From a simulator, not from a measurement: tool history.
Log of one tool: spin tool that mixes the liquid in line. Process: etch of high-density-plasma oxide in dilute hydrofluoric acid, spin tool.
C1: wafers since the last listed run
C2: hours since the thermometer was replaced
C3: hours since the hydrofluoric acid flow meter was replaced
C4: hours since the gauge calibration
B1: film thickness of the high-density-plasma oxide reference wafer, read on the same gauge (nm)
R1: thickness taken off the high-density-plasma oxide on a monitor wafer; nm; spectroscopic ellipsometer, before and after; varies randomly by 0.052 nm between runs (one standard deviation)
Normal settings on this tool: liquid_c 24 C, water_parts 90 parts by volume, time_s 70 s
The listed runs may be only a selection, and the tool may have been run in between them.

run 1 hour=0 | liquid_c=24 water_parts=90 time_s=70 | C1=0 C2=399.2 C3=576.1 C4=1602.5 | B1=39.99 | R1=5.47
-- hour=82.9 hydrofluoric acid flow meter replaced
run 2 hour=85 | liquid_c=24 water_parts=90 time_s=70 | C1=1317 C2=484.2 C3=2.1 C4=1687.5 | B1=40.03 | R1=5.48
run 3 hour=132.9 | liquid_c=24 water_parts=90 time_s=70 | C1=751 C2=532.1 C3=50 C4=1735.4 | B1=40.01 | R1=5.5
run 4 hour=180.2 | liquid_c=24 water_parts=90 time_s=70 | C1=741 C2=579.4 C3=97.3 C4=1782.7 | B1=40.01 | R1=5.5
run 5 hour=271.6 | liquid_c=24 water_parts=90 time_s=70 | C1=1433 C2=670.8 C3=188.7 C4=1874.1 | B1=40.01 | R1=5.56
run 6 hour=338.4 | liquid_c=24 water_parts=90 time_s=70 | C1=1047 C2=737.6 C3=255.5 C4=1940.9 | B1=40.03 | R1=5.48
run 7 hour=390 | liquid_c=24 water_parts=90 time_s=70 | C1=809 C2=789.2 C3=307.1 C4=1992.5 | B1=40.02 | R1=5.51
run 8 hour=458.8 | liquid_c=24 water_parts=90 time_s=70 | C1=1078 C2=858 C3=375.9 C4=2061.3 | B1=39.98 | R1=5.55
-- hour=461.2 thermometer replaced
run 9 hour=546.4 | liquid_c=26.5 water_parts=90 time_s=70 | C1=1358 C2=85.2 C3=463.5 C4=2148.9 | B1=40 | R1=6.15
run 10 hour=619.9 | liquid_c=26.5 water_parts=90 time_s=70 | C1=1152 C2=158.7 C3=537 C4=2222.4 | B1=40 | R1=6.15
run 11 hour=689.3 | liquid_c=25 water_parts=90 time_s=70 | C1=1088 C2=228.1 C3=606.4 C4=2291.8 | B1=39.99 | R1=5.81
-- hour=704.7 hydrofluoric acid flow meter replaced
run 12 hour=789.9 | liquid_c=22.5 water_parts=135 time_s=110 | C1=1562 C2=328.7 C3=85.2 C4=2392.4 | B1=40.04 | R1=5.17
-- hour=814.3 gauge calibrated
run 13 hour=848.9 | liquid_c=24 water_parts=75 time_s=95 | C1=925 C2=387.7 C3=144.2 C4=34.6 | B1=40.02 | R1=9.11
run 14 hour=933.8 | liquid_c=24 water_parts=90 time_s=70 | C1=1331 C2=472.6 C3=229.1 C4=119.5 | B1=40.02 | R1=5.62
run 15 hour=1020 | liquid_c=24 water_parts=90 time_s=70 | C1=1351 C2=558.8 C3=315.3 C4=205.7 | B1=40.03 | R1=5.59
run 16 hour=1111.4 | liquid_c=21 water_parts=90 time_s=90 | C1=1433 C2=650.2 C3=406.7 C4=297.1 | B1=39.99 | R1=6.42
run 17 hour=1181.5 | liquid_c=24 water_parts=120 time_s=70 | C1=1099 C2=720.3 C3=476.8 C4=367.2 | B1=40 | R1=3.98
-- hour=1225.2 thermometer replaced
run 18 hour=1242.1 | liquid_c=24 water_parts=90 time_s=70 | C1=934 C2=16.9 C3=537.4 C4=427.8 | B1=39.96 | R1=5.54
-- hour=1277.2 hydrofluoric acid flow meter replaced
run 19 hour=1315.7 | liquid_c=21.5 water_parts=90 time_s=90 | C1=1138 C2=90.5 C3=38.5 C4=501.4 | B1=39.98 | R1=6.43
run 20 hour=1407.5 | liquid_c=24 water_parts=110 time_s=70 | C1=1439 C2=182.3 C3=130.3 C4=593.2 | B1=40 | R1=4.39
run 21 hour=1468.1 | liquid_c=21 water_parts=90 time_s=45 | C1=950 C2=242.9 C3=190.9 C4=653.8 | B1=40.02 | R1=3.12
run 22 hour=1660.6 | liquid_c=26 water_parts=90 time_s=55 | C1=3018 C2=435.4 C3=383.4 C4=846.3 | B1=39.97 | R1=4.69
run 23 hour=1877.7 | liquid_c=22.5 water_parts=70 time_s=70 | C1=3404 C2=652.5 C3=600.5 C4=1063.4 | B1=39.98 | R1=6.92

Alternative continuations, all from the tool just after run 23; predict every row:
run A hour=1878.1 | liquid_c=25.5 water_parts=90 time_s=70 | C1=6 C2=652.9 C3=600.9 C4=1063.8 | B1=? | R1=?
run B hour=1878.1 | liquid_c=24 water_parts=90 time_s=80 | C1=6 C2=652.9 C3=600.9 C4=1063.8 | B1=? | R1=?
run C hour=1878.1 | liquid_c=22.5 water_parts=105 time_s=70 | C1=6 C2=652.9 C3=600.9 C4=1063.8 | B1=? | R1=?
run D hour=1878.1 | liquid_c=19.5 water_parts=70 time_s=45 | C1=6 C2=652.9 C3=600.9 C4=1063.8 | B1=? | R1=?
run E hour=1878.1 | liquid_c=28 water_parts=70 time_s=70 | C1=6 C2=652.9 C3=600.9 C4=1063.8 | B1=? | R1=?

run=A B1=40 R1=5.89
run=B B1=40 R1=6.34
run=C B1=40 R1=4.4
run=D B1=40 R1=3.91
run=E B1=40 R1=8.58
Without the tool's unlogged condition, the same runs would have read:
run=A R1=5.89
run=B R1=6.34
run=C R1=4.4
run=D R1=3.91
run=E R1=8.58
